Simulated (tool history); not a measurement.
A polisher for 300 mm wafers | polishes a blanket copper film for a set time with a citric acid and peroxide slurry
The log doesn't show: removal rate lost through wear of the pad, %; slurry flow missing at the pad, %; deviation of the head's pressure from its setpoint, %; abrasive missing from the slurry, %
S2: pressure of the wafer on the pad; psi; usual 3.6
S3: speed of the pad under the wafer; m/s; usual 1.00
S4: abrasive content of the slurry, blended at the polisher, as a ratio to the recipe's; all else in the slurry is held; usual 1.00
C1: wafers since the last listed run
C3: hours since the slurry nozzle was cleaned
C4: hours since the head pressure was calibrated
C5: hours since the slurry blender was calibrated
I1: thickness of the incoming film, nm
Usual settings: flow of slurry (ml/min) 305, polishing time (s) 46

run 1 day=0.000 | flow_of_slurry_(ml/min)=270 S2=3.6 S3=1.00 S4=1.00 polishing_time_(s)=46 | C1=0 wafers_polished_on_this_pad=2249 C3=192.6 C4=146.5 C5=16.9 | I1=852.4 | film_removed_(angstrom)=1235
-- day=0.246 worn pad replaced by a new one
-- day=3.579 slurry nozzle cleaned
run 2 day=3.729 | flow_of_slurry_(ml/min)=270 S2=3.6 S3=1.00 S4=1.00 polishing_time_(s)=46 | C1=1024 wafers_polished_on_this_pad=1001 C3=3.6 C4=236.0 C5=106.4 | I1=845.1 | film_removed_(angstrom)=1230
-- day=7.104 worn pad replaced by a new one
run 3 day=8.117 | flow_of_slurry_(ml/min)=270 S2=3.6 S3=1.00 S4=1.00 polishing_time_(s)=46 | C1=1227 wafers_polished_on_this_pad=294 C3=108.9 C4=341.3 C5=211.7 | I1=831.3 | film_removed_(angstrom)=1218
-- day=8.254 head pressure recalibrated
run 4 day=11.621 | flow_of_slurry_(ml/min)=305 S2=3.6 S3=1.00 S4=1.00 polishing_time_(s)=46 | C1=995 wafers_polished_on_this_pad=1289 C3=193.0 C4=80.8 C5=295.8 | I1=833.3 | film_removed_(angstrom)=1189
run 5 day=13.454 | flow_of_slurry_(ml/min)=305 S2=3.6 S3=1.00 S4=1.00 polishing_time_(s)=46 | C1=533 wafers_polished_on_this_pad=1822 C3=237.0 C4=124.8 C5=339.8 | I1=830.0 | film_removed_(angstrom)=1191
-- day=14.746 slurry blender recalibrated
run 6 day=15.654 | flow_of_slurry_(ml/min)=305 S2=3.6 S3=1.00 S4=1.00 polishing_time_(s)=36 | C1=615 wafers_polished_on_this_pad=2438 C3=289.8 C4=177.6 C5=21.8 | I1=855.8 | film_removed_(angstrom)=947
-- day=15.888 worn pad replaced by a new one
-- day=19.058 slurry nozzle cleaned
run 7 day=19.304 | flow_of_slurry_(ml/min)=305 S2=3.6 S3=1.00 S4=1.00 polishing_time_(s)=36 | C1=1001 wafers_polished_on_this_pad=982 C3=5.9 C4=265.2 C5=109.4 | I1=836.9 | film_removed_(angstrom)=1017
-- day=19.675 head pressure recalibrated
run 8 day=21.442 | flow_of_slurry_(ml/min)=210 S2=3.6 S3=1.26 S4=1.25 polishing_time_(s)=46 | C1=597 wafers_polished_on_this_pad=1579 C3=57.2 C4=42.4 C5=160.7 | I1=843.5 | film_removed_(angstrom)=1563
-- day=22.529 worn pad replaced by a new one
run 9 day=24.550 | flow_of_slurry_(ml/min)=365 S2=4.7 S3=1.32 S4=1.00 polishing_time_(s)=46 | C1=855 wafers_polished_on_this_pad=587 C3=131.8 C4=117.0 C5=235.3 | I1=833.0 | film_removed_(angstrom)=2116
-- day=28.300 slurry blender recalibrated
run 10 day=28.950 | flow_of_slurry_(ml/min)=365 S2=4.7 S3=1.32 S4=1.00 polishing_time_(s)=46 | C1=1255 wafers_polished_on_this_pad=1843 C3=237.4 C4=222.6 C5=15.6 | I1=837.8 | film_removed_(angstrom)=2133
-- day=29.258 worn pad replaced by a new one
-- day=30.525 head pressure recalibrated
-- day=30.933 slurry nozzle cleaned
run 11 day=31.033 | flow_of_slurry_(ml/min)=210 S2=3.6 S3=1.00 S4=1.00 polishing_time_(s)=53 | C1=521 wafers_polished_on_this_pad=480 C3=2.4 C4=12.2 C5=65.6 | I1=827.6 | film_removed_(angstrom)=1426
run 12 day=33.546 | flow_of_slurry_(ml/min)=305 S2=3.6 S3=1.00 S4=1.10 polishing_time_(s)=46 | C1=730 wafers_polished_on_this_pad=1211 C3=62.7 C4=72.5 C5=125.9 | I1=833.9 | film_removed_(angstrom)=1279
-- day=36.075 worn pad replaced by a new one
run 13 day=36.979 | flow_of_slurry_(ml/min)=305 S2=3.6 S3=0.78 S4=1.00 polishing_time_(s)=57 | C1=950 wafers_polished_on_this_pad=263 C3=145.1 C4=154.9 C5=208.3 | I1=833.6 | film_removed_(angstrom)=1202
run 14 day=38.883 | flow_of_slurry_(ml/min)=305 S2=3.0 S3=0.76 S4=1.20 polishing_time_(s)=46 | C1=553 wafers_polished_on_this_pad=817 C3=190.8 C4=200.6 C5=254.0 | I1=831.5 | film_removed_(angstrom)=809

Forecast each of these 3 alternatives for the next run:
run A day=38.900 | flow_of_slurry_(ml/min)=305 S2=3.6 S3=1.00 S4=1.00 polishing_time_(s)=46 | C1=4 wafers_polished_on_this_pad=822 C3=191.2 C4=201.0 C5=254.4 | I1=838.4 | film_removed_(angstrom)=?
run B day=38.900 | flow_of_slurry_(ml/min)=305 S2=3.6 S3=1.00 S4=0.75 polishing_time_(s)=46 | C1=4 wafers_polished_on_this_pad=822 C3=191.2 C4=201.0 C5=254.4 | I1=838.4 | film_removed_(angstrom)=?
run C day=38.900 | flow_of_slurry_(ml/min)=305 S2=3.6 S3=1.32 S4=1.00 polishing_time_(s)=52 | C1=4 wafers_polished_on_this_pad=822 C3=191.2 C4=201.0 C5=254.4 | I1=838.4 | film_removed_(angstrom)=?

run=A film_removed_(angstrom)=1221
run=B film_removed_(angstrom)=1178
run=C film_removed_(angstrom)=1813
Without the tool's hidden state the same runs would have given:
run=A film_removed_(angstrom)=1292
run=B film_removed_(angstrom)=1247
run=C film_removed_(angstrom)=1919

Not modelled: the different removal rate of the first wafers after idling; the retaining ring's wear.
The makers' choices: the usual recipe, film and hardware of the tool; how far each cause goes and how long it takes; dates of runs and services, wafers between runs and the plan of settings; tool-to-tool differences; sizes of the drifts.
